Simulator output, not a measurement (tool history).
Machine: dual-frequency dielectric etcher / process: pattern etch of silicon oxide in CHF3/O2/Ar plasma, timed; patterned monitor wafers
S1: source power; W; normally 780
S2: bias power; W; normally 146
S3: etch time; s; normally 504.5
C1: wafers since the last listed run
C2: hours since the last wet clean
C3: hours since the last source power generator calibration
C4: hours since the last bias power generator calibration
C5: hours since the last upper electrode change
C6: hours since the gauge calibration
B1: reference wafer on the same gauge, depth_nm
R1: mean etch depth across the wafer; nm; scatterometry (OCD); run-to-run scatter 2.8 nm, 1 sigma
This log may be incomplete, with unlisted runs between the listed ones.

{"run": 1, "hour": 0.0, "S1": 780, "S2": 146, "S3": 504.5, "C1": 0, "C2": 339.5, "C3": 4048.7, "C4": 5005.1, "C5": 2303.8, "C6": 82, "B1": 935.1, "R1": 930.9}
{"run": 2, "hour": 16.0, "S1": 780, "S2": 146, "S3": 504.5, "C1": 60, "C2": 355.5, "C3": 4064.7, "C4": 5021.1, "C5": 2319.8, "C6": 98, "B1": 934.8, "R1": 928.5}
{"run": 3, "hour": 33.0, "S1": 870, "S2": 146, "S3": 504.5, "C1": 64, "C2": 372.5, "C3": 4081.7, "C4": 5038.1, "C5": 2336.8, "C6": 115, "B1": 935.1, "R1": 992.7}
{"run": 4, "hour": 51.4, "S1": 780, "S2": 146, "S3": 504.5, "C1": 70, "C2": 390.9, "C3": 4100.1, "C4": 5056.5, "C5": 2355.2, "C6": 133.4, "B1": 934.2, "R1": 928.9}
{"run": 5, "hour": 84.2, "S1": 780, "S2": 146, "S3": 504.5, "C1": 124, "C2": 423.7, "C3": 4132.9, "C4": 5089.3, "C5": 2388, "C6": 166.2, "B1": 932.7, "R1": 929.7}
{"hour": 118.6, "done": "wet clean of the chamber"}
{"hour": 137.6, "done": "upper electrode replaced"}
{"run": 6, "hour": 138.1, "S1": 780, "S2": 146, "S3": 504.5, "C1": 41, "C2": 19.5, "C3": 4186.8, "C4": 5143.2, "C5": 0.5, "C6": 220.1, "B1": 929.5, "R1": 927.2}
{"run": 7, "hour": 138.9, "S1": 780, "S2": 146, "S3": 504.5, "C1": 3, "C2": 20.3, "C3": 4187.6, "C4": 5144, "C5": 1.3, "C6": 220.9, "B1": 929.6, "R1": 921.4}
{"run": 8, "hour": 153.4, "S1": 780, "S2": 146, "S3": 504.5, "C1": 55, "C2": 34.8, "C3": 4202.1, "C4": 5158.5, "C5": 15.8, "C6": 235.4, "B1": 928.7, "R1": 923.3}
{"run": 9, "hour": 171.8, "S1": 780, "S2": 173, "S3": 504.5, "C1": 70, "C2": 53.2, "C3": 4220.5, "C4": 5176.9, "C5": 34.2, "C6": 253.8, "B1": 927.7, "R1": 976.1}
{"run": 10, "hour": 186.4, "S1": 910, "S2": 176, "S3": 452, "C1": 55, "C2": 67.8, "C3": 4235.1, "C4": 5191.5, "C5": 48.8, "C6": 268.4, "B1": 926.9, "R1": 961.1}
{"run": 11, "hour": 207.4, "S1": 600, "S2": 117, "S3": 504.5, "C1": 79, "C2": 88.8, "C3": 4256.1, "C4": 5212.5, "C5": 69.8, "C6": 289.4, "B1": 924.5, "R1": 715.6}
{"hour": 215.9, "done": "gauge calibrated"}
{"hour": 218.9, "done": "bias power generator calibrated"}
{"run": 12, "hour": 222.5, "S1": 860, "S2": 146, "S3": 367.5, "C1": 42, "C2": 103.9, "C3": 4271.2, "C4": 3.6, "C5": 84.9, "C6": 6.6, "B1": 933.4, "R1": 716.1}
{"hour": 231.1, "done": "source power generator calibrated"}
{"run": 13, "hour": 249.6, "S1": 780, "S2": 146, "S3": 504.5, "C1": 87, "C2": 131, "C3": 18.5, "C4": 30.7, "C5": 112, "C6": 33.7, "B1": 933.8, "R1": 925.4}
{"run": 14, "hour": 263.5, "S1": 900, "S2": 162, "S3": 504.5, "C1": 52, "C2": 144.9, "C3": 32.4, "C4": 44.6, "C5": 125.9, "C6": 47.6, "B1": 932.8, "R1": 1047.9}
{"run": 15, "hour": 291.8, "S1": 900, "S2": 176, "S3": 504.5, "C1": 107, "C2": 173.2, "C3": 60.7, "C4": 72.9, "C5": 154.2, "C6": 75.9, "B1": 932.4, "R1": 1077.1}
{"run": 16, "hour": 305.5, "S1": 780, "S2": 146, "S3": 504.5, "C1": 52, "C2": 186.9, "C3": 74.4, "C4": 86.6, "C5": 167.9, "C6": 89.6, "B1": 933, "R1": 923.8}

Predict each of these 4 candidate next runs independently; none follows another, all start after run 16:
{"run": "A", "hour": 306.1, "S1": 640, "S2": 146, "S3": 504.5, "C1": 2, "C2": 187.5, "C3": 75, "C4": 87.2, "C5": 168.5, "C6": 90.2, "B1": "?", "R1": "?"}
{"run": "B", "hour": 306.1, "S1": 780, "S2": 146, "S3": 623.5, "C1": 2, "C2": 187.5, "C3": 75, "C4": 87.2, "C5": 168.5, "C6": 90.2, "B1": "?", "R1": "?"}
{"run": "C", "hour": 306.1, "S1": 780, "S2": 146, "S3": 358, "C1": 2, "C2": 187.5, "C3": 75, "C4": 87.2, "C5": 168.5, "C6": 90.2, "B1": "?", "R1": "?"}
{"run": "D", "hour": 306.1, "S1": 620, "S2": 179, "S3": 581, "C1": 2, "C2": 187.5, "C3": 75, "C4": 87.2, "C5": 168.5, "C6": 90.2, "B1": "?", "R1": "?"}

run=A B1=933.2 R1=808.4
run=B B1=933.2 R1=1139.4
run=C B1=933.2 R1=654.2
run=D B1=933.2 R1=973.8
The same runs, with their run-to-run variation unchanged, on a tool lacking any hidden condition would have given:
run=A R1=811.3
run=B R1=1143.6
run=C R1=656.6
run=D R1=977.4
